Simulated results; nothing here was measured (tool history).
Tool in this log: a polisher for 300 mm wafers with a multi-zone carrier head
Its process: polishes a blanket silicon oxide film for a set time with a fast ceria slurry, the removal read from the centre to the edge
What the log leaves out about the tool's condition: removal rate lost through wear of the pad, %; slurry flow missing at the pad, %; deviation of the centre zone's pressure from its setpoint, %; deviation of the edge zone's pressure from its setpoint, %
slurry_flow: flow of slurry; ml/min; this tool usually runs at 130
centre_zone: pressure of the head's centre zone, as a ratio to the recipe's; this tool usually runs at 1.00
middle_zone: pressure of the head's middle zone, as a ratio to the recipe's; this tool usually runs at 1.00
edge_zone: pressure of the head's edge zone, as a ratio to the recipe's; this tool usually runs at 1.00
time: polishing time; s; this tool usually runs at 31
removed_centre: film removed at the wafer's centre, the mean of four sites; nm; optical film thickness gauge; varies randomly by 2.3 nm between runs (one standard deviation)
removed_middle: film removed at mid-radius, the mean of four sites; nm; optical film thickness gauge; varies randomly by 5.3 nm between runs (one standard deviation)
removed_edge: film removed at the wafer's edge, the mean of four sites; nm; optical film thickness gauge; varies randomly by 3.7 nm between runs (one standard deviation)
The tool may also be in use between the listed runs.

run	day	slurry_flow	centre_zone	middle_zone	edge_zone	time	wafers since the last listed run	wafers polished on this pad	hours since the slurry nozzle was cleaned	hours since the centre zone pressure was calibrated	hours since the edge zone pressure was calibrated	hours since the carrier head's membrane was replaced	incoming thickness of the incoming film, nm	removed_centre	removed_middle	removed_edge
1	0.000	130	1.00	0.94	1.00	31	0	279	333.9	331.8	731.2	793.3	1734.1	356.4	352.4	370.2
2	1.479	130	1.00	1.00	1.00	31	441	720	369.4	367.3	766.7	828.8	1701.0	356.2	362.0	359.3
3	2.733	130	1.00	1.00	1.00	31	374	1094	399.5	397.4	796.8	858.9	1726.7	354.9	364.7	365.9
4	3.483	130	1.00	1.00	1.00	31	223	1318	417.5	415.4	814.8	876.9	1703.0	350.9	368.7	362.6
5	4.458	130	1.00	1.00	1.00	31	290	1609	440.9	438.8	838.2	900.3	1701.4	350.0	353.9	360.5
# day 5.554: worn pad replaced by a new one
6	5.729	130	1.00	1.00	1.00	31	329	52	471.4	469.3	868.7	930.8	1706.1	351.9	358.9	359.2
7	6.808	130	1.00	1.00	1.00	31	321	374	497.3	495.2	894.6	956.7	1723.2	347.2	363.7	363.7
8	7.912	130	1.00	1.00	1.00	31	329	703	523.8	521.7	921.1	983.2	1694.0	353.2	356.4	358.2
# day 8.646: slurry nozzle cleaned
9	8.667	130	0.95	1.00	1.06	31	212	915	0.5	539.8	939.2	1001.3	1702.8	318.1	346.1	367.5
10	9.879	130	1.00	0.89	1.00	20	361	1277	29.6	568.9	968.3	1030.4	1685.2	214.8	202.2	227.1
# day 11.283: carrier head's membrane replaced by a new one
11	11.346	130	1.00	1.00	1.00	31	375	1653	64.8	604.1	1003.5	1.5	1687.9	327.8	344.3	351.4
# day 12.696: worn pad replaced by a new one
12	12.717	130	1.00	1.11	1.00	31	359	6	97.7	637.0	1036.4	34.4	1682.2	331.5	387.5	353.1
# day 13.433: slurry nozzle cleaned, repeated, since the last time left the tool worse
13	13.633	130	1.00	1.00	1.00	31	261	267	4.8	659.0	1058.4	56.4	1733.3	362.8	359.1	371.8
14	14.250	130	0.93	0.91	1.00	23	183	451	19.6	673.8	1073.2	71.2	1724.2	250.0	252.2	276.1
15	15.262	130	1.04	1.00	1.00	31	302	753	43.9	698.1	1097.5	95.5	1665.3	370.9	368.6	366.9
# day 16.396: edge zone pressure recalibrated
16	16.467	130	1.00	1.04	1.00	31	334	1087	72.8	727.0	1.7	124.4	1712.8	363.1	385.2	371.0
# day 17.517: centre zone pressure recalibrated
17	17.538	130	1.04	1.00	1.00	31	294	1382	98.5	0.5	27.4	150.1	1684.6	373.0	363.0	372.9
18	18.312	130	1.03	1.00	1.00	31	231	1613	117.1	19.1	46.0	168.7	1675.5	369.7	369.2	365.2
# day 19.421: worn pad replaced by a new one
19	19.442	130	1.00	0.94	1.00	31	287	6	144.2	46.2	73.1	195.8	1707.7	358.3	351.1	364.6
20	20.704	130	1.07	1.12	1.00	31	376	383	174.5	76.5	103.4	226.1	1687.6	381.0	409.3	365.4
21	22.033	170	1.00	1.08	1.00	31	396	779	206.4	108.4	135.3	258.0	1699.8	386.1	423.3	390.6
22	23.425	130	1.00	1.00	0.93	31	415	1194	239.8	141.8	168.7	291.4	1700.0	360.2	360.8	358.3
23	24.721	130	0.96	1.00	1.00	36	386	1581	270.9	172.9	199.8	322.5	1675.9	397.2	422.5	432.6

Alternative continuations, all from the tool just after run 23; predict every row:
A	24.738	130	1.00	1.00	1.00	23	4	1586	271.3	173.3	200.2	322.9	1718.3	?	?	?
B	24.738	130	1.00	0.92	1.00	31	4	1586	271.3	173.3	200.2	322.9	1718.3	?	?	?
C	24.738	130	1.00	1.09	1.00	31	4	1586	271.3	173.3	200.2	322.9	1718.3	?	?	?

run	removed_centre	removed_middle	removed_edge
A	267.0	275.6	275.5
B	359.6	346.3	371.7
C	360.1	399.6	370.9
With no hidden state in the tool, these same runs would have given:
run	removed_centre	removed_middle	removed_edge
A	269.2	277.6	276.9
B	362.6	348.9	373.6
C	363.0	402.5	372.7
